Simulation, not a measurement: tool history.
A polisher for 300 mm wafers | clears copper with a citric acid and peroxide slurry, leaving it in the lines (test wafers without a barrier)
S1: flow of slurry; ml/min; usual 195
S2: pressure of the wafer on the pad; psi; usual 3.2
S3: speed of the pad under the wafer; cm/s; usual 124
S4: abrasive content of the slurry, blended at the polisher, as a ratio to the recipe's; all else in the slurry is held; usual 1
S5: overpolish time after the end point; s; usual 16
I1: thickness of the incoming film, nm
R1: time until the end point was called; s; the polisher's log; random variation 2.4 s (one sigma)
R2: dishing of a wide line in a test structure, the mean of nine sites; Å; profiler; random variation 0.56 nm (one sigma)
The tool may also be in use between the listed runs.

run      day   S1   S2   S3    S4  S5     I1     R1   R2
  1        0  195  3.2  124     1  16  382.4  144.5  338
  2     6.25  195  3.2  124     1  16  383.4  150.6  325
  3     8.55  195  3.2  124     1  16  388.6  151.9  325
  4   10.554  195  3.2  124     1  16  380.8  150.9  320
      10.917  -- head pressure recalibrated
  5   14.183  195  3.2  124     1  16  388.8  159.8  304
      14.471  -- slurry blender recalibrated
      15.804  -- slurry nozzle cleaned
  6   17.362  195  3.2  124     1  16    382  141.1  338
      18.583  -- worn pad replaced by a new one, of another model than before
  7   21.779  195  2.5  124     1  16  385.7  160.7  302
  8   25.367  195  2.5  124     1  16    381  161.8  298
  9   27.138  195  2.5  124     1  16    386  168.9  293
 10   29.446  195  3.2  124     1  16  389.3    146  315
      30.771  -- head pressure recalibrated
 11   33.638  195  3.2  124     1  16    380    154  315
      36.062  -- slurry blender recalibrated
      37.721  -- worn pad replaced by a new one
 12   37.742  195  2.7  124     1  24  386.9  154.5  457
 13   41.583  215  2.1   90     1  19  384.5  211.2  268
 14   44.329  165  3.2  100     1  16  386.3  171.5  289
 15   48.679  175  2.3  124   0.9   9  377.3  177.6  154
      49.121  -- slurry nozzle cleaned
          52  -- head pressure recalibrated
 16   52.021  195  3.2  124     1  16  379.3  146.8  319
 17   55.871  195  3.2  124     1  16  389.7  159.9  303
      61.058  -- slurry blender recalibrated
      61.754  -- worn pad replaced by a new one
 18   63.562  195  3.2  124  1.15  11  387.2  138.5  253
 19   65.467  250  2.3  124     1  16  387.8  163.4  290
 20   67.346  195  4.1  142     1  26  390.7  116.9  620
 21    70.35  130  3.2  158     1  16  386.3  127.8  379
 22   74.704  195  3.7   92   1.3  16  387.6  163.7  303
      75.496  -- head pressure recalibrated
 23   78.862  195  3.2  124     1   8  392.2  156.8  162
      82.233  -- slurry blender recalibrated
      82.246  -- worn pad replaced by a new one
      83.233  -- slurry nozzle cleaned
 24   92.267  195  3.2  124     1  16  390.3  144.6  335
 25   94.562  240  3.2  146     1  16  387.2    125  373
      98.258  -- head pressure recalibrated
 26   98.554  240  3.8   80     1  19  386.4  188.5  313
 27  100.483  195  3.6  144  1.15  16  387.2  126.1  389

4 ways to go on from here, each from the tool as it stands after run 27. What would each give?
  A  100.504  170  3.2  124    1  16  386.6   ?   ?
  B  100.504  175  2.9  124    1  16  386.6   ?   ?
  C  100.504  195  2.5  158  1.2  16  386.6   ?   ?
  D  100.504  195  3.2  124    1  22  386.6   ?   ?

run     R1   R2
  A  151.9  314
  B  158.9  300
  C  133.5  351
  D  149.9  423
Without the tool's hidden state the same runs would have given:
run     R1   R2
  A  140.9  336
  B  147.3  322
  C  123.5  376
  D    139  452

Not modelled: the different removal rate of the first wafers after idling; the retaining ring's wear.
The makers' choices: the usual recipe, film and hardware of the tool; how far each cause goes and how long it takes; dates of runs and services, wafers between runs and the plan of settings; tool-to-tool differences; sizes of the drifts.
